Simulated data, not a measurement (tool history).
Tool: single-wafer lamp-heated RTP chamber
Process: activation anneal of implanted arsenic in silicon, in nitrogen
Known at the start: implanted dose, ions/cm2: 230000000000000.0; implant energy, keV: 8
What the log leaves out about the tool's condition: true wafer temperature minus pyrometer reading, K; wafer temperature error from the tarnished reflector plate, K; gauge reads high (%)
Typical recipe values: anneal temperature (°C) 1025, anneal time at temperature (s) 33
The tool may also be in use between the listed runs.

run    hour  anneal temperature (°C)  anneal time at temperature (s)  wafers since the last listed run  wafers since the last pyrometer calibration  wafers since the reflector plate was cleaned  hours since the gauge calibration  read-back reference wafer on the same gauge, sheet resistance  sheet resistance of the implanted and annealed layer (ohm/square)
  1     0.0                     1032                              33                                 0                                         2454                                          7372                             2620.0                                                         352.05                                                             412.62
  2    81.7                     1032                              33                              1301                                         3755                                          8673                             2701.7                                                         351.88                                                             413.17
  3   143.5                     1025                              33                               984                                         4739                                          9657                             2763.5                                                         352.04                                                             416.47
  4   181.2                     1007                              33                               600                                         5340                                         10258                             2801.2                                                         351.96                                                             424.34
      209.7  -- reflector plate cleaned
  5   224.4                     1025                              33                               560                                         5900                                           234                             2844.4                                                         351.97                                                             418.13
  6   317.7                     1025                              33                              1485                                         7386                                          1720                             2937.7                                                         351.89                                                             418.41
  7   356.1                     1025                              33                               611                                         7998                                          2331                             2976.1                                                         351.82                                                             416.45
  8   414.5                     1025                              33                               930                                         8928                                          3261                             3034.5                                                         352.11                                                             414.81
      464.4  -- gauge calibrated
      511.2  -- pyrometer window cleaned and pyrometer calibrated
  9   521.7                     1025                              33                              1579                                          166                                          4841                               57.3                                                         352.24                                                             417.20
 10   597.3                     1025                              33                              1203                                         1370                                          6045                              132.9                                                         352.26                                                             417.77
 11   782.5                     1051                              51                              2949                                         4320                                          8994                              318.1                                                         351.93                                                             394.13
 12   853.8                     1052                              33                              1135                                         5455                                         10130                              389.4                                                         352.29                                                             403.76
     1057.5  -- reflector plate cleaned
 13  1170.9                     1002                              50                              4922                                        10378                                          1806                              706.5                                                         351.98                                                             418.19
     1225.2  -- pyrometer window cleaned and pyrometer calibrated
 14  1259.0                     1009                              16                              1275                                          537                                          3082                              794.6                                                         352.20                                                             435.40
 15  1297.4                     1025                              33                               611                                         1149                                          3693                              833.0                                                         352.03                                                             416.91
 16  1337.6                     1014                              43                               640                                         1789                                          4334                              873.2                                                         352.01                                                             416.40
 17  1376.3                      999                              17                               616                                         2405                                          4950                              911.9                                                         352.11                                                             437.56
 18  1483.7                     1025                              27                              1710                                         4116                                          6660                             1019.3                                                         352.13                                                             420.95
 19  1563.0                     1025                              33                              1262                                         5379                                          7923                             1098.6                                                         351.89                                                             416.40
 20  1615.8                     1025                              33                               840                                         6220                                          8764                             1151.4                                                         351.95                                                             415.97
 21  1687.4                      999                              33                              1140                                         7360                                          9904                             1223.0                                                         351.80                                                             424.70
 22  1745.3                     1042                              39                               922                                         8282                                         10827                             1280.9                                                         352.08                                                             403.17
 23  1841.4                     1025                              33                              1530                                         9812                                         12357                             1377.0                                                         351.78                                                             414.98
     1862.6  -- reflector plate cleaned
 24  1898.0                     1000                              46                               773                                        10586                                           563                             1433.6                                                         351.96                                                             423.05
 25  1965.1                     1014                              38                              1068                                        11655                                          1632                             1500.7                                                         352.29                                                             418.76
 26  2038.7                     1000                              26                              1172                                        12827                                          2804                             1574.3                                                         351.60                                                             428.23
     2082.3  -- pyrometer window cleaned and pyrometer calibrated
 27  2095.0                      995                              50                               769                                          203                                          3573                             1630.6                                                         351.85                                                             422.62
 28  2176.5                     1016                              21                              1297                                         1500                                          4871                             1712.1                                                         351.94                                                             428.75
 29  2240.4                     1050                              44                              1017                                         2518                                          5889                             1776.0                                                         352.00                                                             398.44
 30  2306.4                     1025                              33                              1051                                         3569                                          6940                             1842.0                                                         352.16                                                             416.00
 31  2363.8                     1043                              52                               914                                         4483                                          7854                             1899.4                                                         352.01                                                             397.99
 32  2470.2                     1025                              33                              1694                                         6178                                          9548                             2005.8                                                         351.95                                                             416.06
 33  2565.4                     1025                              33                              1516                                         7694                                         11065                             2101.0                                                         351.89                                                             414.99
 34  2626.4                     1017                              33                               971                                         8666                                         12036                             2162.0                                                         351.84                                                             417.17
     2645.4  -- reflector plate cleaned
 35  2690.9                     1039                              43                               899                                         9565                                           724                             2226.5                                                         352.02                                                             405.21

Here are 5 independent what-if runs from the current tool condition. What would each one return?
  A  2691.3                     1025                              33                                 6                                         9572                                           730                             2226.9                                                              ?                                                                  ?
  B  2691.3                     1025                              19                                 6                                         9572                                           730                             2226.9                                                              ?                                                                  ?
  C  2691.3                     1012                              16                                 6                                         9572                                           730                             2226.9                                                              ?                                                                  ?
  D  2691.3                      998                              39                                 6                                         9572                                           730                             2226.9                                                              ?                                                                  ?
  E  2691.3                     1012                              33                                 6                                         9572                                           730                             2226.9                                                              ?                                                                  ?

run  read-back reference wafer on the same gauge, sheet resistance  sheet resistance of the implanted and annealed layer (ohm/square)
  A                                                         352.08                                                             415.17
  B                                                         352.08                                                             424.86
  C                                                         352.08                                                             431.97
  D                                                         352.08                                                             423.68
  E                                                         352.08                                                             420.67
Take away the tool's hidden state, keep each run's random variation, and the runs would have read:
run  sheet resistance of the implanted and annealed layer (ohm/square)
  A                                                             418.66
  B                                                             427.86
  C                                                             434.51
  D                                                             427.03
  E                                                             424.03
